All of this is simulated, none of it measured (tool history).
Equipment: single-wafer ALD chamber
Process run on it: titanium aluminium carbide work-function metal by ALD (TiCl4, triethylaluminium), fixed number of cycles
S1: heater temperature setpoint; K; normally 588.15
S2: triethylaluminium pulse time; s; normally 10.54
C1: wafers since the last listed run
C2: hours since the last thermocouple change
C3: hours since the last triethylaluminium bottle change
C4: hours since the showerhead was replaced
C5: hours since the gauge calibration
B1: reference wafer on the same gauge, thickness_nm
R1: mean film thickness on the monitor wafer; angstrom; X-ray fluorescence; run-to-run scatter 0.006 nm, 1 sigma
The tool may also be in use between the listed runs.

run      day      S1     S2    C1      C2      C3      C4      C5     B1     R1
  1        0  588.15  10.54     0    1091   688.6  3961.6  1062.4  1.694  20.93
  2    4.142  597.15  10.54   953  1190.4     788    4061  1161.8  1.696  21.64
  3   13.571  597.15  10.54  2171  1416.7  1014.3  4287.3  1388.1  1.698  21.65
  4   16.979  597.15  10.54   784  1498.5  1096.1  4369.1  1469.9  1.701  21.77
      20.696  -- thermocouple changed; heater temperature recalibrated
  5   21.104  584.15  10.54   873     9.8  1195.1  4468.1  1568.9  1.702  20.65
  6   25.275  588.15  10.54   960   109.9  1295.2  4568.2    1669  1.704  20.92
  7   27.729  588.15   7.82   565   168.8  1354.1  4627.1  1727.9  1.706  19.76
  8   30.125  588.15   7.82   551   226.3  1411.6  4684.6  1785.4  1.708  19.81
  9     32.3  588.15  10.54   500   278.5  1463.8  4736.8  1837.6  1.708  21.05
 10   35.475  588.15  10.54   731   354.7    1540    4813  1913.8  1.708  21.09
 11   37.912  588.15  10.54   561   413.2  1598.5  4871.5  1972.3  1.713  21.13
 12     39.9  588.15  10.54   457   460.9  1646.2  4919.2    2020  1.712  21.07
 13   49.354  588.15   8.88  2176   687.8  1873.1  5146.1  2246.9  1.719  20.69
      51.642  -- triethylaluminium bottle replaced
 14   52.562  588.15   8.88   662   764.8    22.1  5223.1  2323.9   1.72  20.73
 15   56.808  588.15  10.54   977   866.7     124    5325  2425.8  1.723  21.22
      57.192  -- gauge calibrated
 16   59.954  595.15  10.54   724   942.2   199.5  5400.5    66.3  1.693  21.44
 17   62.383  588.15  10.54   559  1000.5   257.8  5458.8   124.6  1.691  20.91
 18   66.562  602.15  13.93   962  1100.8   358.1  5559.1   224.9  1.692   22.6
 19   68.338  597.15  10.54   408  1143.4   400.7  5601.7   267.5  1.691  21.74
      70.142  -- showerhead replaced
 20   70.871  588.15  10.54   506  1204.2   461.5    17.5   328.3  1.692  20.86
 21   72.975  579.15  13.34   484  1254.7     512      68   378.8  1.693  20.54
 22   77.446  602.15  10.54  1029    1362   619.3   175.3   486.1  1.692     22
 23   81.733  600.15  10.54   987  1464.9   722.2   278.2     589  1.694  21.96
 24   83.579  588.15  10.54   425  1509.2   766.5   322.5   633.3  1.694  20.91
      84.754  -- thermocouple changed; heater temperature recalibrated
 25   88.017  601.15  14.08   945    78.3     873     429   739.8  1.694  22.45
 26   90.192  578.15   8.61   500   130.5   925.2   481.2     792  1.696  19.38
 27   91.929  592.15   8.16   400   172.2   966.9   522.9   833.7  1.695  20.23
 28   94.142  575.15   9.03   509   225.3    1020     576   886.8  1.697  19.36
 29  106.629  588.15  10.54  2875     525  1319.7   875.7  1186.5  1.702  21.04
 30  110.854  588.15   7.99   972   626.4  1421.1   977.1  1287.9  1.701   19.9

Exercise: give the hidden state of the tool at every run:
wafer temperature above the value expected at the setpoint (K): 0 on each run
triethylaluminium dose above that of a fresh bottle (%): 0 on each run
H1: gauge reads high (%)
run      H1
  1   0.279
  2   0.357
  3   0.563
  4   0.646
  5   0.753
  6   0.868
  7   0.939
  8    1.01
  9    1.08
 10    1.18
 11    1.26
 12    1.33
 13    1.67
 14     1.8
 15    1.97
 16  0.0799
 17  0.0838
 18  0.0963
 19   0.104
 20   0.117
 21   0.129
 22   0.162
 23   0.202
 24   0.221
 25   0.273
 26   0.302
 27   0.326
 28   0.358
 29   0.579
 30   0.669

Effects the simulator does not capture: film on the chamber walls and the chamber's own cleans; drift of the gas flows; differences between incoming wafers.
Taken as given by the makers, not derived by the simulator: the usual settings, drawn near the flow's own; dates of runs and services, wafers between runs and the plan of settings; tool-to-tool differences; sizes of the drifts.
